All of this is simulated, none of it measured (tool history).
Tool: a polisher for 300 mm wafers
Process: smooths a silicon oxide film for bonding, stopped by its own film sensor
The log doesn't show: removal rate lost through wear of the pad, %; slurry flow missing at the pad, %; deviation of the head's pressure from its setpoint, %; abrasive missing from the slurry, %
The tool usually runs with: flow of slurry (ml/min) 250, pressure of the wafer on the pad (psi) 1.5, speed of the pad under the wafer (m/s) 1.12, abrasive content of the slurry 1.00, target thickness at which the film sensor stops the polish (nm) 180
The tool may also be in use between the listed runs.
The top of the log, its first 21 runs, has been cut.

| run | day | flow of slurry (ml/min) | pressure of the wafer on the pad (psi) | speed of the pad under the wafer (m/s) | abrasive content of the slurry | target thickness at which the film sensor stops the polish (nm) | wafers since the last listed run | wafers polished on this pad | hours since the slurry nozzle was cleaned | hours since the head pressure was calibrated | hours since the slurry blender was calibrated | incoming thickness of the incoming film, nm | time until the film sensor stopped the polish (s) |
|---|---|---|---|---|---|---|---|---|---|---|---|---|---|
| 22 | 24.396 | 250 | 1.1 | 0.78 | 1.25 | 167 | 264 | 409 | 371.9 | 391.5 | 31.4 | 218.1 | 173.0 |
| 23 | 24.912 | 250 | 1.5 | 1.12 | 1.25 | 174 | 119 | 529 | 384.3 | 403.9 | 43.8 | 219.8 | 94.9 |
| 24 | 25.800 | 250 | 1.5 | 1.12 | 1.00 | 171 | 205 | 735 | 405.6 | 425.2 | 65.1 | 219.2 | 105.2 |
| 25 | 27.125 | 295 | 1.4 | 1.36 | 0.90 | 180 | 307 | 1042 | 437.4 | 457.0 | 96.9 | 217.7 | 78.6 |
| 26 | 27.771 | 250 | 1.5 | 0.86 | 1.00 | 184 | 149 | 1192 | 452.9 | 472.5 | 112.4 | 219.1 | 88.8 |
| 27 | 28.650 | 165 | 1.5 | 1.12 | 1.00 | 191 | 203 | 1396 | 474.0 | 493.6 | 133.5 | 219.5 | 64.1 |
|  | 28.700 | slurry nozzle cleaned |
|  | 30.025 | worn pad replaced by a new one |
| 28 | 30.058 | 250 | 1.5 | 1.12 | 1.00 | 180 | 278 | 7 | 32.6 | 527.4 | 167.3 | 222.4 | 88.3 |
| 29 | 30.704 | 250 | 1.5 | 1.12 | 1.00 | 190 | 149 | 157 | 48.1 | 542.9 | 182.8 | 221.3 | 64.8 |
| 30 | 32.200 | 250 | 1.5 | 1.12 | 1.00 | 180 | 346 | 504 | 84.0 | 578.8 | 218.7 | 222.6 | 89.8 |

Here are 4 independent what-if runs from the current tool condition. What would each one return?
| A | 32.217 | 250 | 1.5 | 0.96 | 1.00 | 180 | 3 | 508 | 84.4 | 579.2 | 219.1 | 217.3 | ? |
| B | 32.217 | 250 | 1.5 | 1.12 | 1.15 | 180 | 3 | 508 | 84.4 | 579.2 | 219.1 | 217.3 | ? |
| C | 32.217 | 250 | 2.0 | 1.12 | 1.00 | 180 | 3 | 508 | 84.4 | 579.2 | 219.1 | 217.3 | ? |
| D | 32.217 | 250 | 1.5 | 1.12 | 0.80 | 180 | 3 | 508 | 84.4 | 579.2 | 219.1 | 217.3 | ? |

| run | time until the film sensor stopped the polish (s) |
|---|---|
| A | 84.9 |
| B | 75.6 |
| C | 58.6 |
| D | 82.1 |
What these runs would have given with no unlogged condition in the tool:
| run | time until the film sensor stopped the polish (s) |
|---|---|
| A | 83.3 |
| B | 74.2 |
| C | 57.5 |
| D | 80.6 |
